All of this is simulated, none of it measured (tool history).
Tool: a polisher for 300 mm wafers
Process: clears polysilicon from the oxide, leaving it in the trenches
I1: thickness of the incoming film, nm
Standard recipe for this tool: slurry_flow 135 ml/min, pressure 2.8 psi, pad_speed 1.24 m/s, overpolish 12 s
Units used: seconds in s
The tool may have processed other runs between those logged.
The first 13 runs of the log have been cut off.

{"hour": 292.6, "done": "slurry nozzle cleaned"}
{"run": 14, "hour": 319.0, "slurry_flow": 135, "pressure": 2.8, "pad_speed": 0.94, "overpolish": 12, "I1": 556.2, "seconds": 47.1}
{"run": 15, "hour": 351.8, "slurry_flow": 135, "pressure": 2.8, "pad_speed": 1.24, "overpolish": 12, "I1": 564.6, "seconds": 35.9}
{"run": 16, "hour": 383.0, "slurry_flow": 135, "pressure": 2.8, "pad_speed": 1.24, "overpolish": 12, "I1": 547.4, "seconds": 35.5}
{"hour": 408.0, "done": "worn pad replaced by a new one"}
{"run": 17, "hour": 408.5, "slurry_flow": 90, "pressure": 2.2, "pad_speed": 1.24, "overpolish": 12, "I1": 560.1, "seconds": 49.2}
{"run": 18, "hour": 440.5, "slurry_flow": 100, "pressure": 2.4, "pad_speed": 1.24, "overpolish": 12, "I1": 560.5, "seconds": 44.3}
{"run": 19, "hour": 456.2, "slurry_flow": 135, "pressure": 2.8, "pad_speed": 1.24, "overpolish": 10, "I1": 566.8, "seconds": 37.1}
{"hour": 476.4, "done": "head pressure recalibrated"}
{"run": 20, "hour": 484.6, "slurry_flow": 135, "pressure": 3.2, "pad_speed": 1.66, "overpolish": 10, "I1": 551.6, "seconds": 22.6}
{"run": 21, "hour": 559.0, "slurry_flow": 95, "pressure": 2.8, "pad_speed": 1.24, "overpolish": 8, "I1": 558.6, "seconds": 36.5}
{"run": 22, "hour": 580.6, "slurry_flow": 135, "pressure": 2.8, "pad_speed": 1.24, "overpolish": 12, "I1": 569.1, "seconds": 35.8}
{"run": 23, "hour": 603.9, "slurry_flow": 135, "pressure": 2.8, "pad_speed": 1.24, "overpolish": 7, "I1": 565.1, "seconds": 35.4}
{"hour": 613.6, "done": "worn pad replaced by a new one"}
{"run": 24, "hour": 616.8, "slurry_flow": 105, "pressure": 2.8, "pad_speed": 1.24, "overpolish": 12, "I1": 568.3, "seconds": 37.9}
{"run": 25, "hour": 647.9, "slurry_flow": 135, "pressure": 2.8, "pad_speed": 1.24, "overpolish": 12, "I1": 560.4, "seconds": 34.8}
{"run": 26, "hour": 677.0, "slurry_flow": 135, "pressure": 2.8, "pad_speed": 1.24, "overpolish": 12, "I1": 553.4, "seconds": 34}
{"run": 27, "hour": 777.2, "slurry_flow": 135, "pressure": 3.2, "pad_speed": 1.08, "overpolish": 12, "I1": 568.3, "seconds": 36.2}
{"run": 28, "hour": 790.0, "slurry_flow": 100, "pressure": 2.4, "pad_speed": 1.24, "overpolish": 12, "I1": 564.7, "seconds": 43.3}
{"run": 29, "hour": 812.3, "slurry_flow": 90, "pressure": 2, "pad_speed": 0.9, "overpolish": 9, "I1": 565.6, "seconds": 74}
{"hour": 822.4, "done": "worn pad replaced by a new one"}
{"run": 30, "hour": 839.6, "slurry_flow": 135, "pressure": 1.8, "pad_speed": 0.88, "overpolish": 12, "I1": 554.5, "seconds": 71.8}
{"run": 31, "hour": 855.9, "slurry_flow": 95, "pressure": 2.8, "pad_speed": 1.24, "overpolish": 12, "I1": 560.6, "seconds": 39.2}
{"run": 32, "hour": 873.5, "slurry_flow": 145, "pressure": 3.2, "pad_speed": 1.48, "overpolish": 10, "I1": 549.3, "seconds": 26}
{"run": 33, "hour": 895.7, "slurry_flow": 115, "pressure": 2.8, "pad_speed": 1.24, "overpolish": 12, "I1": 564, "seconds": 38.1}
{"run": 34, "hour": 908.3, "slurry_flow": 135, "pressure": 2.8, "pad_speed": 1.24, "overpolish": 12, "I1": 564.9, "seconds": 36.6}

Predict each of these 5 candidate next runs independently; none follows another, all start after run 34:
{"run": "A", "hour": 908.7, "slurry_flow": 135, "pressure": 2.8, "pad_speed": 1.24, "overpolish": 12, "I1": 559.6, "seconds": "?"}
{"run": "B", "hour": 908.7, "slurry_flow": 160, "pressure": 3.8, "pad_speed": 1.24, "overpolish": 10, "I1": 559.6, "seconds": "?"}
{"run": "C", "hour": 908.7, "slurry_flow": 135, "pressure": 2.2, "pad_speed": 1.58, "overpolish": 12, "I1": 559.6, "seconds": "?"}
{"run": "D", "hour": 908.7, "slurry_flow": 135, "pressure": 2.8, "pad_speed": 1.58, "overpolish": 16, "I1": 559.6, "seconds": "?"}
{"run": "E", "hour": 908.7, "slurry_flow": 160, "pressure": 2.8, "pad_speed": 1.24, "overpolish": 19, "I1": 559.6, "seconds": "?"}

run=A seconds=35.3
run=B seconds=25.9
run=C seconds=34.2
run=D seconds=27.7
run=E seconds=34.1
Without the tool's unlogged condition, the same runs would have read:
run=A seconds=33.4
run=B seconds=24.5
run=C seconds=32.4
run=D seconds=26.2
run=E seconds=32.3

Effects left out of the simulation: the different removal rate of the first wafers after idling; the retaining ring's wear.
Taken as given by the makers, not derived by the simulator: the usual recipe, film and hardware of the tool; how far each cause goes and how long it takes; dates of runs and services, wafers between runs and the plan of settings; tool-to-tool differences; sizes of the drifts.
